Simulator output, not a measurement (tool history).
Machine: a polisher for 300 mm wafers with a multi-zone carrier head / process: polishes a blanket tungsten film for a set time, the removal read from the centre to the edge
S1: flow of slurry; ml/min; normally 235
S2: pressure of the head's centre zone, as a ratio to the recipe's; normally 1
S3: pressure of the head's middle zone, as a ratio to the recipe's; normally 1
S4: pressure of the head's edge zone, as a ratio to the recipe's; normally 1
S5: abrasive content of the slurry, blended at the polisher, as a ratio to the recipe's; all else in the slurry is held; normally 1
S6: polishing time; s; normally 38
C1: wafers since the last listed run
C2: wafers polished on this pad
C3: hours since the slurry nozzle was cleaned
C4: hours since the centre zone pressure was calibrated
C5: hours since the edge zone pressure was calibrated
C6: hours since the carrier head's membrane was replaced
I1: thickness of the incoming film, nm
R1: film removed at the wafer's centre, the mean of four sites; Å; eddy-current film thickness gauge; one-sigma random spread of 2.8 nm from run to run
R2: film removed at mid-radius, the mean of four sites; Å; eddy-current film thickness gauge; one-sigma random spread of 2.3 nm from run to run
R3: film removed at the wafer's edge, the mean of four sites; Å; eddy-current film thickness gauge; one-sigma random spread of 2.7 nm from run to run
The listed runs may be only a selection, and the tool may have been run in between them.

{"run": 1, "hour": 0.0, "S1": 235, "S2": 1.05, "S3": 1, "S4": 1, "S5": 1, "S6": 38, "C1": 0, "C2": 547, "C3": 347.3, "C4": 1048.6, "C5": 568.4, "C6": 1569.4, "I1": 1546.1, "R1": 3025, "R2": 2809, "R3": 2769}
{"run": 2, "hour": 26.9, "S1": 235, "S2": 1.05, "S3": 1, "S4": 1, "S5": 1, "S6": 38, "C1": 416, "C2": 963, "C3": 374.2, "C4": 1075.5, "C5": 595.3, "C6": 1596.3, "I1": 1510.5, "R1": 3041, "R2": 2826, "R3": 2758}
{"hour": 33.0, "done": "slurry nozzle cleaned"}
{"run": 3, "hour": 60.7, "S1": 235, "S2": 1, "S3": 1, "S4": 1, "S5": 1, "S6": 38, "C1": 507, "C2": 1471, "C3": 27.7, "C4": 1109.3, "C5": 629.1, "C6": 1630.1, "I1": 1501.6, "R1": 2951, "R2": 2820, "R3": 2807}
{"hour": 87.5, "done": "worn pad replaced by a new one"}
{"run": 4, "hour": 91.5, "S1": 235, "S2": 1, "S3": 1, "S4": 1, "S5": 1.1, "S6": 38, "C1": 414, "C2": 62, "C3": 58.5, "C4": 1140.1, "C5": 659.9, "C6": 1660.9, "I1": 1527.5, "R1": 3030, "R2": 2851, "R3": 2817}
{"hour": 173.6, "done": "centre zone pressure recalibrated"}
{"hour": 183.8, "done": "carrier head's membrane replaced by a new one"}
{"hour": 194.8, "done": "worn pad replaced by a new one, of another model than before"}
{"run": 5, "hour": 195.3, "S1": 235, "S2": 1, "S3": 1, "S4": 1, "S5": 1.1, "S6": 38, "C1": 1436, "C2": 7, "C3": 162.3, "C4": 21.7, "C5": 763.7, "C6": 11.5, "I1": 1496.5, "R1": 2835, "R2": 2876, "R3": 2799}
{"run": 6, "hour": 222.4, "S1": 235, "S2": 1, "S3": 1, "S4": 1, "S5": 1.1, "S6": 38, "C1": 419, "C2": 426, "C3": 189.4, "C4": 48.8, "C5": 790.8, "C6": 38.6, "I1": 1496.5, "R1": 2848, "R2": 2833, "R3": 2793}
{"hour": 245.5, "done": "edge zone pressure recalibrated"}
{"run": 7, "hour": 246.9, "S1": 235, "S2": 1, "S3": 1, "S4": 1, "S5": 1, "S6": 38, "C1": 348, "C2": 775, "C3": 213.9, "C4": 73.3, "C5": 1.4, "C6": 63.1, "I1": 1535.6, "R1": 2792, "R2": 2758, "R3": 2763}
{"run": 8, "hour": 272.4, "S1": 235, "S2": 1, "S3": 1, "S4": 1, "S5": 1, "S6": 38, "C1": 394, "C2": 1169, "C3": 239.4, "C4": 98.8, "C5": 26.9, "C6": 88.6, "I1": 1524.8, "R1": 2757, "R2": 2806, "R3": 2696}
{"hour": 291.3, "done": "worn pad replaced by a new one"}
{"run": 9, "hour": 302.0, "S1": 235, "S2": 1, "S3": 1, "S4": 1, "S5": 1, "S6": 38, "C1": 396, "C2": 165, "C3": 269, "C4": 128.4, "C5": 56.5, "C6": 118.2, "I1": 1519.2, "R1": 2754, "R2": 2804, "R3": 2761}
{"hour": 323.3, "done": "slurry nozzle cleaned"}
{"run": 10, "hour": 337.1, "S1": 235, "S2": 1, "S3": 1, "S4": 1, "S5": 1, "S6": 38, "C1": 527, "C2": 693, "C3": 13.8, "C4": 163.5, "C5": 91.6, "C6": 153.3, "I1": 1521.7, "R1": 2735, "R2": 2755, "R3": 2722}
{"run": 11, "hour": 368.6, "S1": 235, "S2": 1, "S3": 1.12, "S4": 1, "S5": 1, "S6": 38, "C1": 487, "C2": 1180, "C3": 45.3, "C4": 195, "C5": 123.1, "C6": 184.8, "I1": 1540.3, "R1": 2799, "R2": 3049, "R3": 2769}
{"run": 12, "hour": 386.9, "S1": 280, "S2": 1, "S3": 1, "S4": 1, "S5": 1, "S6": 38, "C1": 283, "C2": 1463, "C3": 63.6, "C4": 213.3, "C5": 141.4, "C6": 203.1, "I1": 1519, "R1": 2865, "R2": 2857, "R3": 2797}
{"hour": 400.5, "done": "worn pad replaced by a new one"}
{"run": 13, "hour": 414.6, "S1": 235, "S2": 1, "S3": 1, "S4": 1, "S5": 1.1, "S6": 38, "C1": 366, "C2": 217, "C3": 91.3, "C4": 241, "C5": 169.1, "C6": 230.8, "I1": 1513.6, "R1": 2788, "R2": 2833, "R3": 2793}
{"run": 14, "hour": 441.7, "S1": 310, "S2": 0.9, "S3": 1, "S4": 1.11, "S5": 1, "S6": 38, "C1": 419, "C2": 637, "C3": 118.4, "C4": 268.1, "C5": 196.2, "C6": 257.9, "I1": 1520.1, "R1": 2665, "R2": 2916, "R3": 2977}
{"run": 15, "hour": 466.9, "S1": 235, "S2": 1, "S3": 1, "S4": 0.92, "S5": 1.3, "S6": 35, "C1": 390, "C2": 1027, "C3": 143.6, "C4": 293.3, "C5": 221.4, "C6": 283.1, "I1": 1534.2, "R1": 2669, "R2": 2740, "R3": 2538}
{"run": 16, "hour": 480.2, "S1": 235, "S2": 1, "S3": 1, "S4": 1, "S5": 1, "S6": 38, "C1": 205, "C2": 1232, "C3": 156.9, "C4": 306.6, "C5": 234.7, "C6": 296.4, "I1": 1536.5, "R1": 2788, "R2": 2780, "R3": 2696}
{"run": 17, "hour": 493.4, "S1": 275, "S2": 1, "S3": 1, "S4": 1, "S5": 1, "S6": 28, "C1": 204, "C2": 1437, "C3": 170.1, "C4": 319.8, "C5": 247.9, "C6": 309.6, "I1": 1544.2, "R1": 2103, "R2": 2093, "R3": 2093}
{"hour": 507.0, "done": "worn pad replaced by a new one"}
{"run": 18, "hour": 507.5, "S1": 280, "S2": 1.06, "S3": 1.12, "S4": 1, "S5": 1, "S6": 42, "C1": 156, "C2": 8, "C3": 184.2, "C4": 333.9, "C5": 262, "C6": 323.7, "I1": 1495.8, "R1": 3321, "R2": 3533, "R3": 3104}
{"run": 19, "hour": 528.2, "S1": 235, "S2": 1, "S3": 1, "S4": 1, "S5": 1, "S6": 38, "C1": 320, "C2": 328, "C3": 204.9, "C4": 354.6, "C5": 282.7, "C6": 344.4, "I1": 1534.9, "R1": 2787, "R2": 2751, "R3": 2709}
{"run": 20, "hour": 551.8, "S1": 265, "S2": 0.96, "S3": 1.06, "S4": 1.06, "S5": 1, "S6": 38, "C1": 365, "C2": 693, "C3": 228.5, "C4": 378.2, "C5": 306.3, "C6": 368, "I1": 1520.8, "R1": 2723, "R2": 2984, "R3": 2879}

Results for each run, recomputed without the tool's hidden state and with each run's random variation untouched:
Hidden conditions of the tool in this case: removal rate lost through wear of the pad, %; slurry flow missing at the pad, %; deviation of the centre zone's pressure from its setpoint, %; deviation of the edge zone's pressure from its setpoint, %.
run=1 R1=2815
run=2 R1=2820
run=3 R1=2724
run=4 R1=2785
run=5 R1=2802
run=6 R1=2814
run=7 R1=2759
run=8 R1=2723
run=9 R1=2719
run=10 R1=2699
run=11 R1=2759
run=12 R1=2823
run=13 R1=2745
run=14 R1=2621
run=15 R1=2623
run=16 R1=2739
run=17 R1=2065
run=18 R1=3259
run=19 R1=2733
run=20 R1=2667
For R2, the value without the hidden state is never more than 2 Å from the measured value.
R3: unchanged from measured in all runs.

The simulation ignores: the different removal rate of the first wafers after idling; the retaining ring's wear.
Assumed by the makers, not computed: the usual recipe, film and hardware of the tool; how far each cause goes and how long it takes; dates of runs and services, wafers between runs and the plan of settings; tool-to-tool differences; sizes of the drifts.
